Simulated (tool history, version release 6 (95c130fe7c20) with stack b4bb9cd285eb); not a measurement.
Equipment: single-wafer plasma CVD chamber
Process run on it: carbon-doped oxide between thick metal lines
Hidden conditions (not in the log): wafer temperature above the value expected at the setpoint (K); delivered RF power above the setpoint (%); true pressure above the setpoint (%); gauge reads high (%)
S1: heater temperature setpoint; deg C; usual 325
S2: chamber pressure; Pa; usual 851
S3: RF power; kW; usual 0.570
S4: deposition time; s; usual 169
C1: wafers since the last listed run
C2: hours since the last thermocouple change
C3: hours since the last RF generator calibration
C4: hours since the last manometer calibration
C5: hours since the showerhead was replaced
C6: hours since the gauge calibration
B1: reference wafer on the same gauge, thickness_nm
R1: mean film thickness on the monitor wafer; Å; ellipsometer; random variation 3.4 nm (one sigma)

| run | day | S1 | S2 | S3 | S4 | C1 | C2 | C3 | C4 | C5 | C6 | B1 | R1 |
|---|---|---|---|---|---|---|---|---|---|---|---|---|---|
| 1 | 0.000 | 330 | 851 | 0.570 | 196 | 0 | 2383.8 | 1293.3 | 403.9 | 21.4 | 2090.1 | 899.767 | 11655.48 |
| 2 | 2.758 | 330 | 851 | 0.570 | 196 | 580 | 2450.0 | 1359.5 | 470.1 | 87.6 | 2156.3 | 899.945 | 11554.69 |
|  | 4.183 | thermocouple changed; heater temperature recalibrated |
| 3 | 4.896 | 330 | 851 | 0.570 | 196 | 379 | 17.1 | 1410.8 | 521.4 | 138.9 | 2207.6 | 899.940 | 11528.23 |
| 4 | 6.496 | 325 | 851 | 0.570 | 169 | 336 | 55.5 | 1449.2 | 559.8 | 177.3 | 2246.0 | 900.508 | 10150.79 |
| 5 | 8.379 | 325 | 851 | 0.570 | 169 | 396 | 100.7 | 1494.4 | 605.0 | 222.5 | 2291.2 | 900.511 | 10157.46 |
| 6 | 9.804 | 325 | 851 | 0.570 | 169 | 299 | 134.9 | 1528.6 | 639.2 | 256.7 | 2325.4 | 899.934 | 10150.55 |
| 7 | 10.954 | 325 | 851 | 0.570 | 169 | 241 | 162.5 | 1556.2 | 666.8 | 284.3 | 2353.0 | 900.040 | 10200.61 |
|  | 13.346 | RF generator calibrated |
| 8 | 13.367 | 325 | 793 | 0.570 | 169 | 437 | 220.4 | 0.5 | 724.7 | 342.2 | 2410.9 | 899.781 | 10054.44 |
| 9 | 14.512 | 325 | 851 | 0.570 | 169 | 241 | 247.9 | 28.0 | 752.2 | 369.7 | 2438.4 | 900.017 | 10199.56 |
| 10 | 16.342 | 319 | 851 | 0.460 | 169 | 384 | 291.8 | 71.9 | 796.1 | 413.6 | 2482.3 | 900.757 | 9178.82 |
|  | 18.962 | capacitance manometer re-zeroed and calibrated |
| 11 | 18.983 | 332 | 921 | 0.465 | 193 | 485 | 355.2 | 135.3 | 0.5 | 477.0 | 2545.7 | 899.516 | 10217.61 |
| 12 | 19.892 | 325 | 851 | 0.570 | 169 | 191 | 377.0 | 157.1 | 22.3 | 498.8 | 2567.5 | 900.124 | 10132.79 |
| 13 | 22.233 | 317 | 851 | 0.570 | 169 | 492 | 433.2 | 213.3 | 78.5 | 555.0 | 2623.7 | 899.617 | 10415.74 |
| 14 | 24.342 | 325 | 851 | 0.570 | 169 | 443 | 483.8 | 263.9 | 129.1 | 605.6 | 2674.3 | 899.971 | 10178.70 |
| 15 | 26.308 | 325 | 851 | 0.570 | 169 | 413 | 531.0 | 311.1 | 176.3 | 652.8 | 2721.5 | 899.735 | 10153.87 |
|  | 27.854 | gauge calibrated |
| 16 | 28.000 | 325 | 851 | 0.570 | 137 | 355 | 571.6 | 351.7 | 216.9 | 693.4 | 3.5 | 899.752 | 8292.48 |
| 17 | 29.971 | 325 | 709 | 0.655 | 179 | 414 | 618.9 | 399.0 | 264.2 | 740.7 | 50.8 | 900.185 | 11483.29 |
| 18 | 30.979 | 325 | 851 | 0.650 | 169 | 212 | 643.1 | 423.2 | 288.4 | 764.9 | 75.0 | 900.456 | 10927.40 |
| 19 | 32.175 | 314 | 851 | 0.570 | 169 | 251 | 671.8 | 451.9 | 317.1 | 793.6 | 103.7 | 899.926 | 10518.30 |
| 20 | 34.858 | 325 | 851 | 0.620 | 169 | 564 | 736.2 | 516.3 | 381.5 | 858.0 | 168.1 | 899.854 | 10559.94 |
| 21 | 36.229 | 325 | 689 | 0.570 | 169 | 288 | 769.1 | 549.2 | 414.4 | 890.9 | 201.0 | 900.567 | 9962.55 |
| 22 | 38.521 | 317 | 851 | 0.615 | 169 | 482 | 824.1 | 604.2 | 469.4 | 945.9 | 256.0 | 899.976 | 10854.38 |
| 23 | 39.954 | 337 | 996 | 0.570 | 169 | 301 | 858.5 | 638.6 | 503.8 | 980.3 | 290.4 | 900.123 | 9958.39 |
| 24 | 41.617 | 321 | 851 | 0.630 | 169 | 349 | 898.4 | 678.5 | 543.7 | 1020.2 | 330.3 | 899.884 | 10890.52 |
| 25 | 43.742 | 325 | 1049 | 0.570 | 183 | 447 | 949.4 | 729.5 | 594.7 | 1071.2 | 381.3 | 900.029 | 11158.15 |
| 26 | 46.038 | 336 | 741 | 0.620 | 169 | 482 | 1004.5 | 784.6 | 649.8 | 1126.3 | 436.4 | 899.953 | 10221.17 |
| 27 | 47.238 | 325 | 1041 | 0.480 | 169 | 252 | 1033.3 | 813.4 | 678.6 | 1155.1 | 465.2 | 899.739 | 9403.82 |
| 28 | 49.462 | 325 | 851 | 0.570 | 169 | 468 | 1086.7 | 866.8 | 732.0 | 1208.5 | 518.6 | 899.368 | 10158.15 |

Branching from run 28: 4 alternative next runs. What would each branch give?
| A | 49.479 | 325 | 851 | 0.570 | 169 | 3 | 1087.1 | 867.2 | 732.4 | 1208.9 | 519.0 | ? | ? |
| B | 49.479 | 313 | 851 | 0.640 | 169 | 3 | 1087.1 | 867.2 | 732.4 | 1208.9 | 519.0 | ? | ? |
| C | 49.479 | 315 | 851 | 0.495 | 169 | 3 | 1087.1 | 867.2 | 732.4 | 1208.9 | 519.0 | ? | ? |
| D | 49.479 | 325 | 752 | 0.570 | 169 | 3 | 1087.1 | 867.2 | 732.4 | 1208.9 | 519.0 | ? | ? |

| run | B1 | R1 |
|---|---|---|
| A | 900.281 | 10198.13 |
| B | 900.281 | 11274.99 |
| C | 900.281 | 9736.10 |
| D | 900.281 | 10079.87 |
Take away the tool's hidden state, keep each run's random variation, and the runs would have read:
| run | R1 |
|---|---|
| A | 10198.13 |
| B | 11274.99 |
| C | 9736.10 |
| D | 10079.87 |
